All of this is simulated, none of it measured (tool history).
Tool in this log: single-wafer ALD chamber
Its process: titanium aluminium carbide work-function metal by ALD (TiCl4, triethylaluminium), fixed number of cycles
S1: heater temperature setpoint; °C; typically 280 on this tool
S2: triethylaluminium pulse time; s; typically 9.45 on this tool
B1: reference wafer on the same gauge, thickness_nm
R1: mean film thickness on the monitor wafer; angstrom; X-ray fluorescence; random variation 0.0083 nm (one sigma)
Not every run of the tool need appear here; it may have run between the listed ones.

Run 1, hour 0: usual settings; B1 2.111. Result: R1 18.32 angstrom.
Run 2, hour 57: usual settings; B1 2.118. Result: R1 18.45 angstrom.
Run 3, hour 110.8: usual settings; B1 2.124. Result: R1 18.47 angstrom.
Run 4, hour 134.8: usual settings but S1 276 °C; B1 2.127. Result: R1 18.17 angstrom.
Run 5, hour 192.9: usual settings but S1 276 °C; B1 2.138. Result: R1 18.22 angstrom.
Run 6, hour 227.5: usual settings but S1 276 °C; B1 2.147. Result: R1 18.18 angstrom.
At hour 278.2: gauge calibrated.
Run 7, hour 280.2: usual settings but S2 10.57 s; B1 2.084. Result: R1 18.51 angstrom.
At hour 298.6: showerhead replaced.
Run 8, hour 312.5: usual settings but S2 10.57 s; B1 2.078. Result: R1 18.38 angstrom.
Run 9, hour 347.2: usual settings; B1 2.084. Result: R1 18.06 angstrom.
At hour 355.3: thermocouple changed; heater temperature recalibrated.
Run 10, hour 384.5: usual settings but S1 290 °C, S2 11.36 s; B1 2.084. Result: R1 19.42 angstrom.
Run 11, hour 438: usual settings but S1 272 °C, S2 7.05 s; B1 2.084. Result: R1 15.24 angstrom.
Run 12, hour 496.8: usual settings but S1 276 °C, S2 12.83 s; B1 2.085. Result: R1 18.45 angstrom.
At hour 546.4: triethylaluminium bottle replaced.
Run 13, hour 552.5: usual settings but S2 10.57 s; B1 2.093. Result: R1 18.55 angstrom.
Run 14, hour 589.1: usual settings but S1 267 °C, S2 11.97 s; B1 2.097. Result: R1 17.77 angstrom.
Run 15, hour 660.7: usual settings; B1 2.104. Result: R1 18.3 angstrom.
Run 16, hour 709: usual settings but S2 12.45 s; B1 2.104. Result: R1 18.76 angstrom.

Forecast each of these 5 alternatives for the next run:
Run A, hour 709.4: usual settings but S2 6.04 s; B1 ?. Result: R1 ?.
Run B, hour 709.4: usual settings but S1 288 °C, S2 7.5 s; B1 ?. Result: R1 ?.
Run C, hour 709.4: usual settings but S1 292 °C, S2 10.98 s; B1 ?. Result: R1 ?.
Run D, hour 709.4: usual settings but S1 275 °C, S2 11.92 s; B1 ?. Result: R1 ?.
Run E, hour 709.4: usual settings but S2 11.08 s; B1 ?. Result: R1 ?.

run     B1     R1
  A  2.105  13.63
  B  2.105  17.29
  C  2.105  19.67
  D  2.105  18.48
  E  2.105  18.75
The same runs, with their run-to-run variation unchanged, on a tool lacking any hidden condition would have given:
run     R1
  A  13.46
  B  17.08
  C  19.42
  D  18.25
  E  18.52
